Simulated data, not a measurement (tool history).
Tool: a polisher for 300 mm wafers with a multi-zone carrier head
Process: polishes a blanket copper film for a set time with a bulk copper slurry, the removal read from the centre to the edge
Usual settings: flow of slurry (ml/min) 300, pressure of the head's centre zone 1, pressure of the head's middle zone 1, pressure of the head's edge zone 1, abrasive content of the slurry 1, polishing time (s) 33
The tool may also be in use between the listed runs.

run	day	flow of slurry (ml/min)	pressure of the head's centre zone	pressure of the head's middle zone	pressure of the head's edge zone	abrasive content of the slurry	polishing time (s)	incoming thickness of the incoming film, nm	film removed at the wafer's centre (Å)	film removed at mid-radius (Å)	film removed at the wafer's edge (Å)
1	0	330	0.9	1	1	1	33	3661.4	2076	2273	2267
2	1.571	300	0.96	1	1	1.25	24	3725.7	1677	1742	1737
3	2.617	300	1.08	1	1	0.9	33	3638.7	2388	2173	2232
# day 3.575: edge zone pressure recalibrated
4	5.362	215	1	1.05	0.89	1.3	33	3696.3	2184	2312	2105
5	8.179	300	1	1	1	1	37	3634.7	2479	2465	2467
6	9.454	300	0.91	1	0.9	1	33	3691.2	1957	2180	2060
# day 10.546: worn pad replaced by a new one
7	10.688	300	1	1	1	1	33	3711.8	2138	2136	2164
# day 11.838: slurry nozzle cleaned
8	11.971	300	1	1	1	1.25	33	3706.7	2480	2488	2465
9	13.992	365	1.05	1	1	1	33	3614.9	2539	2407	2362
10	15.871	245	0.89	1	1.06	1	29	3727.7	1781	2048	2085
11	17.212	300	1	1	1	1	33	3747.3	2325	2334	2307
12	18.846	300	1	1	1	1	33	3746.6	2362	2311	2338
13	21.062	375	1	1	0.97	1	24	3744.7	1791	1777	1703
14	22.092	300	1.12	1	1	0.9	33	3684.7	2568	2285	2270
15	24.529	300	0.92	1	0.9	0.75	33	3611.3	2013	2230	2121
# day 24.738: edge zone pressure recalibrated
16	27.329	220	0.97	1	1	1	41	3684.9	2751	2779	2770
# day 28.812: worn pad replaced by a new one
17	29.908	300	1	1	1.07	1	22	3661.8	1528	1575	1580
# day 30.229: carrier head's membrane replaced by a new one
18	32.829	255	1	1	1	1	33	3684.6	2279	2284	2276
19	34.3	300	1	1	1	1	33	3695.4	2299	2298	2305
20	35.5	300	1	1	1	1	33	3670.9	2336	2313	2313
21	37.775	355	1	1.06	1	1.15	33	3665.3	2444	2565	2351

Run 22 comes next. What will it give?
22	40.275	300	1	1	1	1	28	3677	?	?	?

{"run 22": {"film removed at the wafer's centre (Å)": 1937, "film removed at mid-radius (Å)": 1955, "film removed at the wafer's edge (Å)": 1928}}
Without the tool's hidden state the same run would have given film removed at the wafer's centre (Å) 2028, film removed at mid-radius (Å) 2038, film removed at the wafer's edge (Å) 1989.
